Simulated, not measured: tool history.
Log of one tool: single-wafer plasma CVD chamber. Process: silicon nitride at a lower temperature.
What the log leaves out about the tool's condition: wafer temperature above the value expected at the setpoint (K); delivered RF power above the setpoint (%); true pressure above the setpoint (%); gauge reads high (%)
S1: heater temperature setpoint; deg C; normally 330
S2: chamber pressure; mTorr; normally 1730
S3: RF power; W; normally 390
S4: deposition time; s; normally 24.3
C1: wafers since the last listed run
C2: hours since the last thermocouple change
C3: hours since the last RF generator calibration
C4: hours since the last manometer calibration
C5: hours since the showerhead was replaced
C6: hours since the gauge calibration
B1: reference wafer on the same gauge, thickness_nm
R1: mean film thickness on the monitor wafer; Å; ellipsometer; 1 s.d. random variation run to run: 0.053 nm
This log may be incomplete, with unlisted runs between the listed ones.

| run | hour | S1 | S2 | S3 | S4 | C1 | C2 | C3 | C4 | C5 | C6 | B1 | R1 |
|---|---|---|---|---|---|---|---|---|---|---|---|---|---|
| 1 | 0 | 330 | 1730 | 390 | 24.3 | 0 | 2660.1 | 1877.2 | 2285.8 | 6170.9 | 344.1 | 34.691 | 336.95 |
| 2 | 26.3 | 330 | 1730 | 390 | 24.3 | 838 | 2686.4 | 1903.5 | 2312.1 | 6197.2 | 370.4 | 34.703 | 335.58 |
| 3 | 59 | 330 | 1730 | 390 | 22.2 | 1042 | 2719.1 | 1936.2 | 2344.8 | 6229.9 | 403.1 | 34.699 | 307.14 |
| 4 | 85.6 | 330 | 1730 | 390 | 24.3 | 848 | 2745.7 | 1962.8 | 2371.4 | 6256.5 | 429.7 | 34.701 | 335.83 |
| 5 | 101.6 | 330 | 1730 | 390 | 24.3 | 510 | 2761.7 | 1978.8 | 2387.4 | 6272.5 | 445.7 | 34.7 | 336.01 |
| 6 | 136.7 | 330 | 1730 | 390 | 24.3 | 1119 | 2796.8 | 2013.9 | 2422.5 | 6307.6 | 480.8 | 34.702 | 335.47 |
|  | 145.7 | capacitance manometer re-zeroed and calibrated |
| 7 | 149.5 | 330 | 1730 | 390 | 24.3 | 153 | 2809.6 | 2026.7 | 3.8 | 6320.4 | 493.6 | 34.705 | 335.33 |
|  | 158.7 | gauge calibrated |
| 8 | 166.5 | 330 | 1730 | 410 | 24.3 | 542 | 2826.6 | 2043.7 | 20.8 | 6337.4 | 7.8 | 34.72 | 342.88 |
|  | 196.4 | RF generator calibrated |
| 9 | 196.9 | 330 | 1730 | 390 | 24.3 | 714 | 2857 | 0.5 | 51.2 | 6367.8 | 38.2 | 34.689 | 347.61 |

Run 10 has not been measured yet. What should we expect?
| 10 | 214.8 | 330 | 1730 | 390 | 24.3 | 570 | 2874.9 | 18.4 | 69.1 | 6385.7 | 56.1 | ? | ? |

B1: 34.697
R1: 345.94 Å
Had the tool carried no hidden state, the very same run would have given R1 346.38 Å.

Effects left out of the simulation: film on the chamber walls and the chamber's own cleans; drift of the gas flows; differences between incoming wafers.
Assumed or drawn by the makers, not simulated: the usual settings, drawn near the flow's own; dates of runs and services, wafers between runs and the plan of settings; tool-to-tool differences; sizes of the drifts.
